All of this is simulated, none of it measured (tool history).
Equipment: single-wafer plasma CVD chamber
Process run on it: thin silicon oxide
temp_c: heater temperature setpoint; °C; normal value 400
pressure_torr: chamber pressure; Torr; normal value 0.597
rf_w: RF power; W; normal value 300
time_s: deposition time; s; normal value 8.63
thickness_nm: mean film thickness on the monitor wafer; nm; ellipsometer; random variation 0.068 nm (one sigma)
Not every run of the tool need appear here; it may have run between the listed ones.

run,hour,temp_c,pressure_torr,rf_w,time_s,"read-back reference wafer on the same gauge, thickness_nm",thickness_nm
1,0,400,0.597,255,8.63,13.896,11.531
2,53,400,0.675,300,8.63,13.899,14.773
3,88.9,400,0.675,300,8.63,13.913,14.877
4,158.5,400,0.675,300,8.63,13.897,14.753
5,220,406,0.538,355,9.07,13.903,13.61
6,264.5,400,0.597,300,8.63,13.917,13.058
7,333,400,0.597,270,8.63,13.903,12.191
8,364.7,400,0.597,300,7.9,13.897,12.101
# hour 393.9: showerhead replaced
9,410.3,400,0.597,300,8.63,13.894,13.061
10,458.7,400,0.597,335,8.63,13.914,14.125
11,484.2,400,0.597,330,7.64,13.898,12.423
12,545.3,411,0.597,350,8.63,13.898,14.444
# hour 566.5: capacitance manometer re-zeroed and calibrated
13,581.3,400,0.597,300,8.63,13.899,12.614
14,633.5,400,0.539,330,9.57,13.909,13.482
15,697.2,400,0.597,300,9.77,13.93,14.411
16,754.7,393,0.524,300,8.63,13.891,11.209
17,815,387,0.735,300,8.63,13.915,15.972
# hour 853.3: gauge calibrated
18,855.2,394,0.454,325,7.16,13.884,8.532
19,919.7,400,0.597,300,8.63,13.898,12.975
20,965.1,411,0.597,300,8.63,13.892,12.998
21,1012.7,400,0.597,300,8.63,13.891,12.926
22,1068.3,390,0.597,300,10,13.903,15.165
23,1113.1,400,0.684,300,10.11,13.893,17.416
24,1154.3,415,0.741,300,8.63,13.925,15.912
25,1191.3,392,0.597,300,7.33,13.872,11.164
26,1231.8,400,0.597,300,7.31,13.903,11.003
27,1271.1,400,0.597,345,6.91,13.9,11.382
28,1327.9,412,0.597,245,8.63,13.914,11.015

Forecast each of these 5 alternatives for the next run:
A,1328.3,400,0.597,300,8.63,?,?
B,1328.3,400,0.534,270,7.99,?,?
C,1328.3,400,0.597,350,8.63,?,?
D,1328.3,400,0.559,285,8.63,?,?
E,1328.3,386,0.453,300,8.63,?,?

run,"read-back reference wafer on the same gauge, thickness_nm",thickness_nm
A,13.909,13.074
B,13.909,10.007
C,13.909,14.363
D,13.909,11.807
E,13.909,9.959
Stripped of hidden state, with their random variation kept, the same runs would have yielded:
run,thickness_nm
A,12.591
B,9.624
C,13.833
D,11.359
E,9.569
